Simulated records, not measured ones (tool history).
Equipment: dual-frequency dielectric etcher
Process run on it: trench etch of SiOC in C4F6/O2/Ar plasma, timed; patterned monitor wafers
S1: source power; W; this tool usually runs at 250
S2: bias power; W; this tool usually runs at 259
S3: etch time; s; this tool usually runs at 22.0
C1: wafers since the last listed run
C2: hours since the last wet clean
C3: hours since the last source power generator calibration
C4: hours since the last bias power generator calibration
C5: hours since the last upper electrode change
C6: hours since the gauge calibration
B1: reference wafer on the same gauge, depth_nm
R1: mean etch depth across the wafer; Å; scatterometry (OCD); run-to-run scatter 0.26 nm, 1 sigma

| run | hour | S1 | S2 | S3 | C1 | C2 | C3 | C4 | C5 | C6 | B1 | R1 |
|---|---|---|---|---|---|---|---|---|---|---|---|---|
| 1 | 0.0 | 280 | 219 | 22.0 | 0 | 87.8 | 2074.2 | 1763.2 | 4202.0 | 803.9 | 48.79 | 439.6 |
| 2 | 109.5 | 280 | 219 | 22.0 | 1258 | 197.3 | 2183.7 | 1872.7 | 4311.5 | 913.4 | 48.85 | 440.1 |
| 3 | 157.9 | 280 | 219 | 22.0 | 556 | 245.7 | 2232.1 | 1921.1 | 4359.9 | 961.8 | 48.87 | 436.0 |
| 4 | 203.0 | 250 | 259 | 25.0 | 518 | 290.8 | 2277.2 | 1966.2 | 4405.0 | 1006.9 | 48.91 | 505.2 |
| 5 | 236.3 | 250 | 259 | 25.0 | 382 | 324.1 | 2310.5 | 1999.5 | 4438.3 | 1040.2 | 49.01 | 502.1 |
| 6 | 284.0 | 250 | 259 | 25.0 | 548 | 371.8 | 2358.2 | 2047.2 | 4486.0 | 1087.9 | 48.94 | 503.7 |
| 7 | 342.3 | 290 | 259 | 22.0 | 670 | 430.1 | 2416.5 | 2105.5 | 4544.3 | 1146.2 | 49.01 | 463.9 |
|  | 436.1 | wet clean of the chamber |
| 8 | 459.7 | 250 | 259 | 22.0 | 1073 | 23.6 | 2533.9 | 2222.9 | 4661.7 | 1263.6 | 49.07 | 444.0 |
|  | 474.0 | bias power generator calibrated |
|  | 520.9 | source power generator calibrated |
| 9 | 541.7 | 250 | 259 | 22.0 | 850 | 105.6 | 20.8 | 67.7 | 4743.7 | 1345.6 | 49.13 | 450.9 |
| 10 | 609.0 | 250 | 259 | 22.0 | 773 | 172.9 | 88.1 | 135.0 | 4811.0 | 1412.9 | 49.24 | 446.1 |
| 11 | 642.7 | 250 | 259 | 22.0 | 387 | 206.6 | 121.8 | 168.7 | 4844.7 | 1446.6 | 49.29 | 446.0 |
|  | 659.9 | gauge calibrated |
|  | 689.7 | upper electrode replaced |
| 12 | 697.8 | 250 | 259 | 22.0 | 357 | 261.7 | 176.9 | 223.8 | 8.1 | 37.9 | 48.18 | 435.6 |
| 13 | 728.3 | 250 | 235 | 22.0 | 350 | 292.2 | 207.4 | 254.3 | 38.6 | 68.4 | 48.09 | 426.1 |
| 14 | 797.8 | 250 | 259 | 22.0 | 798 | 361.7 | 276.9 | 323.8 | 108.1 | 137.9 | 48.18 | 440.1 |
| 15 | 852.2 | 250 | 259 | 22.0 | 625 | 416.1 | 331.3 | 378.2 | 162.5 | 192.3 | 48.16 | 437.0 |
| 16 | 921.5 | 250 | 259 | 24.0 | 796 | 485.4 | 400.6 | 447.5 | 231.8 | 261.6 | 48.24 | 482.9 |
|  | 963.8 | wet clean of the chamber |
| 17 | 972.2 | 230 | 210 | 26.5 | 306 | 8.4 | 451.3 | 498.2 | 282.5 | 312.3 | 48.40 | 494.1 |
| 18 | 1023.3 | 250 | 259 | 15.5 | 587 | 59.5 | 502.4 | 549.3 | 333.6 | 363.4 | 48.43 | 310.6 |
| 19 | 1056.9 | 280 | 204 | 19.5 | 386 | 93.1 | 536.0 | 582.9 | 367.2 | 397.0 | 48.56 | 379.8 |
| 20 | 1101.1 | 250 | 259 | 18.0 | 507 | 137.3 | 580.2 | 627.1 | 411.4 | 441.2 | 48.40 | 360.5 |
| 21 | 1127.8 | 230 | 237 | 28.5 | 306 | 164.0 | 606.9 | 653.8 | 438.1 | 467.9 | 48.50 | 549.7 |
| 22 | 1195.5 | 250 | 259 | 25.0 | 778 | 231.7 | 674.6 | 721.5 | 505.8 | 535.6 | 48.55 | 502.7 |
| 23 | 1228.1 | 230 | 259 | 22.0 | 374 | 264.3 | 707.2 | 754.1 | 538.4 | 568.2 | 48.55 | 428.1 |
| 24 | 1298.1 | 250 | 259 | 22.0 | 804 | 334.3 | 777.2 | 824.1 | 608.4 | 638.2 | 48.64 | 443.8 |

Across each entry between runs, compare the hidden state at the last listed run before it with the hidden state at the first listed run after it:
Between runs 7 and 8: wet clean of the chamber (hour 436.1)
  gauge reads high (%): 1.77 -> 1.99
  difference, measured minus the result without the unlogged condition, R1: +8.1 -> +8.6 Å
Between runs 8 and 9: bias power generator calibrated (hour 474.0); source power generator calibrated (hour 520.9)
  gauge reads high (%): 1.99 -> 2.14
  difference, measured minus the result without the unlogged condition, R1: +8.6 -> +9.5 Å
Between runs 11 and 12: gauge calibrated (hour 659.9); upper electrode replaced (hour 689.7)
  gauge reads high (%): 2.32 -> -0.181
  difference, measured minus the result without the unlogged condition, R1: +10.2 -> -0.8 Å
Between runs 16 and 17: wet clean of the chamber (hour 963.8)
  gauge reads high (%): 0.228 -> 0.32
  difference, measured minus the result without the unlogged condition, R1: +1.1 -> +1.6 Å

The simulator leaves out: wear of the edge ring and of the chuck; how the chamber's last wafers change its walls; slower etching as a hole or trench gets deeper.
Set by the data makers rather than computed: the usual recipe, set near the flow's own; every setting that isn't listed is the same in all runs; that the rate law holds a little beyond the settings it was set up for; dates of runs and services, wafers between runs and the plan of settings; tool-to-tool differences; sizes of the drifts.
